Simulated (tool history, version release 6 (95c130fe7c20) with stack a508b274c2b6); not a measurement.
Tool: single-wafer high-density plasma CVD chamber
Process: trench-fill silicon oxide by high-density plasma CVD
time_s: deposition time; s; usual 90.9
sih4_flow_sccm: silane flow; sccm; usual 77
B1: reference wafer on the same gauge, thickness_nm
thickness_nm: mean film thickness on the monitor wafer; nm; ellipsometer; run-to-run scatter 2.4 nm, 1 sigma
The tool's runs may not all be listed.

{"run": 1, "day": 0.0, "time_s": 98.9, "sih4_flow_sccm": 77, "B1": 781.777, "thickness_nm": 748.802}
{"run": 2, "day": 2.9, "time_s": 98.9, "sih4_flow_sccm": 77, "B1": 781.541, "thickness_nm": 752.376}
{"run": 3, "day": 5.675, "time_s": 98.9, "sih4_flow_sccm": 77, "B1": 781.75, "thickness_nm": 754.667}
{"run": 4, "day": 6.896, "time_s": 90.9, "sih4_flow_sccm": 70, "B1": 782.372, "thickness_nm": 631.365}
{"run": 5, "day": 8.075, "time_s": 90.9, "sih4_flow_sccm": 70, "B1": 781.896, "thickness_nm": 628.367}
{"run": 6, "day": 10.725, "time_s": 98.4, "sih4_flow_sccm": 77, "B1": 782.002, "thickness_nm": 754.084}
{"run": 7, "day": 11.779, "time_s": 98.4, "sih4_flow_sccm": 77, "B1": 781.664, "thickness_nm": 747.645}
{"run": 8, "day": 13.388, "time_s": 90.9, "sih4_flow_sccm": 77, "B1": 782.379, "thickness_nm": 691.057}
{"run": 9, "day": 16.071, "time_s": 90.9, "sih4_flow_sccm": 77, "B1": 782.736, "thickness_nm": 692.187}
{"run": 10, "day": 18.483, "time_s": 90.9, "sih4_flow_sccm": 77, "B1": 782.152, "thickness_nm": 692.818}
{"run": 11, "day": 21.304, "time_s": 98.3, "sih4_flow_sccm": 67, "B1": 781.835, "thickness_nm": 652.609}
{"run": 12, "day": 22.421, "time_s": 85.5, "sih4_flow_sccm": 70, "B1": 781.308, "thickness_nm": 591.376}
{"run": 13, "day": 24.779, "time_s": 85.5, "sih4_flow_sccm": 70, "B1": 782.237, "thickness_nm": 590.581}
{"run": 14, "day": 26.342, "time_s": 90.9, "sih4_flow_sccm": 66, "B1": 781.522, "thickness_nm": 594.909}
{"run": 15, "day": 27.9, "time_s": 90.9, "sih4_flow_sccm": 66, "B1": 782.461, "thickness_nm": 594.214}
{"run": 16, "day": 29.317, "time_s": 90.9, "sih4_flow_sccm": 77, "B1": 781.914, "thickness_nm": 693.56}
{"day": 30.358, "done": "gauge calibrated"}
{"run": 17, "day": 30.721, "time_s": 90.9, "sih4_flow_sccm": 77, "B1": 782.034, "thickness_nm": 691.188}
{"day": 32.192, "done": "silane flow controller replaced"}
{"run": 18, "day": 32.475, "time_s": 90.9, "sih4_flow_sccm": 77, "B1": 781.938, "thickness_nm": 718.784}
{"run": 19, "day": 33.854, "time_s": 90.9, "sih4_flow_sccm": 63, "B1": 781.214, "thickness_nm": 588.464}
{"run": 20, "day": 36.492, "time_s": 83.2, "sih4_flow_sccm": 89, "B1": 782.028, "thickness_nm": 750.654}
{"run": 21, "day": 38.3, "time_s": 90.9, "sih4_flow_sccm": 70, "B1": 782.226, "thickness_nm": 648.516}
{"run": 22, "day": 39.892, "time_s": 107.0, "sih4_flow_sccm": 65, "B1": 782.246, "thickness_nm": 706.242}
{"run": 23, "day": 40.921, "time_s": 81.8, "sih4_flow_sccm": 77, "B1": 782.844, "thickness_nm": 637.567}
{"run": 24, "day": 43.275, "time_s": 90.9, "sih4_flow_sccm": 77, "B1": 781.593, "thickness_nm": 711.894}
{"run": 25, "day": 46.079, "time_s": 90.9, "sih4_flow_sccm": 71, "B1": 781.624, "thickness_nm": 652.064}
{"run": 26, "day": 47.658, "time_s": 80.2, "sih4_flow_sccm": 63, "B1": 781.958, "thickness_nm": 509.634}
{"run": 27, "day": 50.167, "time_s": 106.7, "sih4_flow_sccm": 85, "B1": 782.287, "thickness_nm": 914.2}
{"run": 28, "day": 52.458, "time_s": 90.9, "sih4_flow_sccm": 77, "B1": 781.733, "thickness_nm": 706.474}
{"run": 29, "day": 54.212, "time_s": 90.9, "sih4_flow_sccm": 77, "B1": 781.603, "thickness_nm": 705.157}
{"run": 30, "day": 56.217, "time_s": 90.9, "sih4_flow_sccm": 77, "B1": 781.271, "thickness_nm": 707.602}
{"run": 31, "day": 61.238, "time_s": 90.9, "sih4_flow_sccm": 77, "B1": 781.824, "thickness_nm": 703.447}
{"run": 32, "day": 63.2, "time_s": 99.6, "sih4_flow_sccm": 83, "B1": 782.199, "thickness_nm": 829.658}
{"run": 33, "day": 65.667, "time_s": 90.9, "sih4_flow_sccm": 77, "B1": 781.979, "thickness_nm": 700.38}
{"run": 34, "day": 67.725, "time_s": 107.8, "sih4_flow_sccm": 69, "B1": 782.098, "thickness_nm": 746.515}
{"run": 35, "day": 69.492, "time_s": 78.2, "sih4_flow_sccm": 77, "B1": 781.779, "thickness_nm": 607.321}
{"run": 36, "day": 71.567, "time_s": 77.4, "sih4_flow_sccm": 63, "B1": 781.998, "thickness_nm": 488.208}

What if the next run were any one of these 3? Each begins from the tool's condition after run 36:
{"run": "A", "day": 71.583, "time_s": 90.9, "sih4_flow_sccm": 77, "B1": "?", "thickness_nm": "?"}
{"run": "B", "day": 71.583, "time_s": 90.9, "sih4_flow_sccm": 65, "B1": "?", "thickness_nm": "?"}
{"run": "C", "day": 71.583, "time_s": 74.7, "sih4_flow_sccm": 63, "B1": "?", "thickness_nm": "?"}

run=A B1=782.157 thickness_nm=699.180
run=B B1=782.157 thickness_nm=590.868
run=C B1=782.157 thickness_nm=470.730
With no hidden state in the tool, these same runs would have given:
run=A thickness_nm=712.701
run=B thickness_nm=602.295
run=C thickness_nm=479.833
